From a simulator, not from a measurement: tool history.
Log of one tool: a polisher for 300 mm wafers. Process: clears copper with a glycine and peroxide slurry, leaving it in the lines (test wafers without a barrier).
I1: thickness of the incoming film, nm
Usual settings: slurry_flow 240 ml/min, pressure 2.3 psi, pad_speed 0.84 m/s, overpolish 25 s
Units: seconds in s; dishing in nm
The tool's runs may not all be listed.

run 1 hour=0.0 | slurry_flow=240 pressure=2.3 pad_speed=0.84 overpolish=25 | I1=502.3 | seconds=114.7 dishing=56.5
run 2 hour=13.0 | slurry_flow=240 pressure=2.3 pad_speed=0.84 overpolish=25 | I1=505.9 | seconds=112.3 dishing=56.7
run 3 hour=37.3 | slurry_flow=240 pressure=2.3 pad_speed=0.84 overpolish=25 | I1=491.2 | seconds=108.7 dishing=56.1
run 4 hour=66.8 | slurry_flow=240 pressure=2.3 pad_speed=0.84 overpolish=30 | I1=499.3 | seconds=115.6 dishing=59.6
-- hour=79.5 worn pad replaced by a new one
run 5 hour=98.6 | slurry_flow=240 pressure=2.3 pad_speed=0.84 overpolish=30 | I1=496.0 | seconds=110.6 dishing=64.1
run 6 hour=112.9 | slurry_flow=240 pressure=2.3 pad_speed=0.84 overpolish=25 | I1=504.1 | seconds=113.3 dishing=54.1
run 7 hour=144.6 | slurry_flow=240 pressure=2.9 pad_speed=0.84 overpolish=25 | I1=495.1 | seconds=93.0 dishing=61.2
run 8 hour=165.3 | slurry_flow=240 pressure=2.9 pad_speed=0.84 overpolish=25 | I1=501.3 | seconds=93.6 dishing=64.1
run 9 hour=200.3 | slurry_flow=240 pressure=2.9 pad_speed=0.84 overpolish=25 | I1=502.8 | seconds=93.9 dishing=63.9
run 10 hour=227.7 | slurry_flow=240 pressure=2.3 pad_speed=0.84 overpolish=25 | I1=502.7 | seconds=113.5 dishing=54.2
run 11 hour=246.7 | slurry_flow=240 pressure=2.3 pad_speed=0.84 overpolish=25 | I1=507.9 | seconds=114.1 dishing=54.9
run 12 hour=275.5 | slurry_flow=240 pressure=2.3 pad_speed=0.84 overpolish=25 | I1=501.4 | seconds=112.9 dishing=55.7
-- hour=304.8 worn pad replaced by a new one
run 13 hour=307.3 | slurry_flow=240 pressure=2.3 pad_speed=0.84 overpolish=25 | I1=509.1 | seconds=116.0 dishing=52.8
run 14 hour=325.2 | slurry_flow=240 pressure=2.3 pad_speed=0.84 overpolish=25 | I1=494.8 | seconds=110.7 dishing=54.2
run 15 hour=346.2 | slurry_flow=200 pressure=2.6 pad_speed=0.84 overpolish=25 | I1=490.8 | seconds=104.4 dishing=58.3
-- hour=418.5 head pressure recalibrated
run 16 hour=433.0 | slurry_flow=195 pressure=2.3 pad_speed=0.84 overpolish=25 | I1=495.4 | seconds=118.1 dishing=52.7
run 17 hour=464.9 | slurry_flow=240 pressure=3.1 pad_speed=0.96 overpolish=30 | I1=497.9 | seconds=82.6 dishing=76.0
run 18 hour=500.4 | slurry_flow=240 pressure=1.7 pad_speed=0.72 overpolish=25 | I1=501.7 | seconds=159.7 dishing=40.4
run 19 hour=521.1 | slurry_flow=240 pressure=1.8 pad_speed=0.84 overpolish=25 | I1=492.1 | seconds=132.5 dishing=47.4
-- hour=541.7 worn pad replaced by a new one
run 20 hour=549.2 | slurry_flow=240 pressure=2.3 pad_speed=1.00 overpolish=25 | I1=508.0 | seconds=104.4 dishing=57.7
run 21 hour=575.1 | slurry_flow=240 pressure=2.3 pad_speed=0.92 overpolish=25 | I1=497.6 | seconds=106.2 dishing=54.6
run 22 hour=610.3 | slurry_flow=195 pressure=1.6 pad_speed=0.56 overpolish=25 | I1=499.2 | seconds=197.8 dishing=36.8
-- hour=620.0 slurry nozzle cleaned
run 23 hour=635.9 | slurry_flow=240 pressure=2.3 pad_speed=0.94 overpolish=25 | I1=508.7 | seconds=102.5 dishing=57.4
run 24 hour=654.9 | slurry_flow=200 pressure=1.6 pad_speed=0.56 overpolish=25 | I1=505.4 | seconds=186.2 dishing=36.6
run 25 hour=681.3 | slurry_flow=195 pressure=1.6 pad_speed=0.56 overpolish=25 | I1=501.2 | seconds=186.4 dishing=38.4
run 26 hour=706.5 | slurry_flow=240 pressure=2.3 pad_speed=0.64 overpolish=30 | I1=497.0 | seconds=133.5 dishing=53.5
run 27 hour=730.4 | slurry_flow=240 pressure=2.3 pad_speed=0.84 overpolish=12 | I1=502.0 | seconds=113.6 dishing=31.8
-- hour=743.6 worn pad replaced by a new one
run 28 hour=764.2 | slurry_flow=240 pressure=2.3 pad_speed=0.84 overpolish=25 | I1=500.1 | seconds=113.1 dishing=53.8
run 29 hour=785.2 | slurry_flow=240 pressure=2.3 pad_speed=1.08 overpolish=25 | I1=502.1 | seconds=94.0 dishing=61.3
run 30 hour=805.1 | slurry_flow=240 pressure=2.3 pad_speed=0.84 overpolish=25 | I1=501.7 | seconds=114.6 dishing=54.3
run 31 hour=826.5 | slurry_flow=240 pressure=2.6 pad_speed=1.10 overpolish=38 | I1=505.5 | seconds=85.5 dishing=85.3
run 32 hour=843.8 | slurry_flow=240 pressure=2.3 pad_speed=0.64 overpolish=30 | I1=489.6 | seconds=129.7 dishing=55.4
run 33 hour=858.9 | slurry_flow=240 pressure=2.3 pad_speed=0.84 overpolish=25 | I1=507.8 | seconds=114.7 dishing=54.5
run 34 hour=875.9 | slurry_flow=240 pressure=2.3 pad_speed=0.84 overpolish=40 | I1=493.6 | seconds=109.1 dishing=72.9
run 35 hour=900.6 | slurry_flow=315 pressure=2.3 pad_speed=0.56 overpolish=18 | I1=500.8 | seconds=142.2 dishing=34.5

Forecast each of these 3 alternatives for the next run:
run A hour=901.1 | slurry_flow=240 pressure=1.7 pad_speed=0.84 overpolish=25 | I1=493.6 | seconds=? dishing=?
run B hour=901.1 | slurry_flow=240 pressure=1.6 pad_speed=0.56 overpolish=31 | I1=493.6 | seconds=? dishing=?
run C hour=901.1 | slurry_flow=240 pressure=2.3 pad_speed=0.64 overpolish=25 | I1=493.6 | seconds=? dishing=?

run=A seconds=138.2 dishing=45.8
run=B seconds=183.6 dishing=44.4
run=C seconds=133.1 dishing=48.5
Without the tool's hidden state the same runs would have given:
run=A seconds=136.0 dishing=46.3
run=B seconds=180.6 dishing=44.9
run=C seconds=131.0 dishing=49.1
